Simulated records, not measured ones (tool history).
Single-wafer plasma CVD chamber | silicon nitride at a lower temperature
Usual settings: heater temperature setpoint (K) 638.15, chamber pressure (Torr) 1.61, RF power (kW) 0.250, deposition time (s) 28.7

run	hour	heater temperature setpoint (K)	chamber pressure (Torr)	RF power (kW)	deposition time (s)	read-back reference wafer on the same gauge, thickness_nm	mean film thickness on the monitor wafer (angstrom)
1	0.0	638.15	1.61	0.250	28.7	36.481	287.04
2	13.0	646.15	1.61	0.250	28.7	36.482	285.67
3	27.6	646.15	1.61	0.250	28.7	36.503	286.02
4	36.2	638.15	1.61	0.250	27.3	36.508	273.03
5	45.5	638.15	1.61	0.250	27.3	36.487	272.05
6	63.1	638.15	1.93	0.250	28.7	36.480	298.26
7	80.9	638.15	1.93	0.250	28.7	36.488	297.45
8	91.8	638.15	1.61	0.250	28.7	36.488	285.35
9	106.9	638.15	1.61	0.250	28.7	36.497	285.46
# hour 119.2: capacitance manometer re-zeroed and calibrated
10	119.7	638.15	1.61	0.250	28.7	36.499	283.81
11	125.2	638.15	1.61	0.250	28.7	36.487	285.29
# hour 130.0: gauge calibrated
# hour 142.0: showerhead replaced
12	142.5	638.15	1.61	0.250	28.7	36.472	285.25
13	155.2	638.15	1.61	0.250	28.7	36.488	285.81
14	167.7	646.15	1.61	0.200	28.7	36.486	224.07
# hour 180.7: RF generator calibrated
15	181.2	638.15	1.61	0.250	28.7	36.511	303.77
16	186.9	623.15	1.21	0.280	24.4	36.507	266.79
# hour 202.9: thermocouple changed; heater temperature recalibrated
17	203.4	634.15	1.61	0.250	30.3	36.522	321.00
18	209.4	638.15	1.61	0.250	28.7	36.488	302.72
19	220.2	638.15	1.47	0.250	23.0	36.502	237.14

Forecast run 20:
20	233.0	650.15	1.61	0.295	28.7	?	?

Run 20 gave read-back reference wafer on the same gauge, thickness_nm 36.505, mean film thickness on the monitor wafer (angstrom) 350.90.
Without the tool's hidden state the same run would have given mean film thickness on the monitor wafer (angstrom) 353.33.
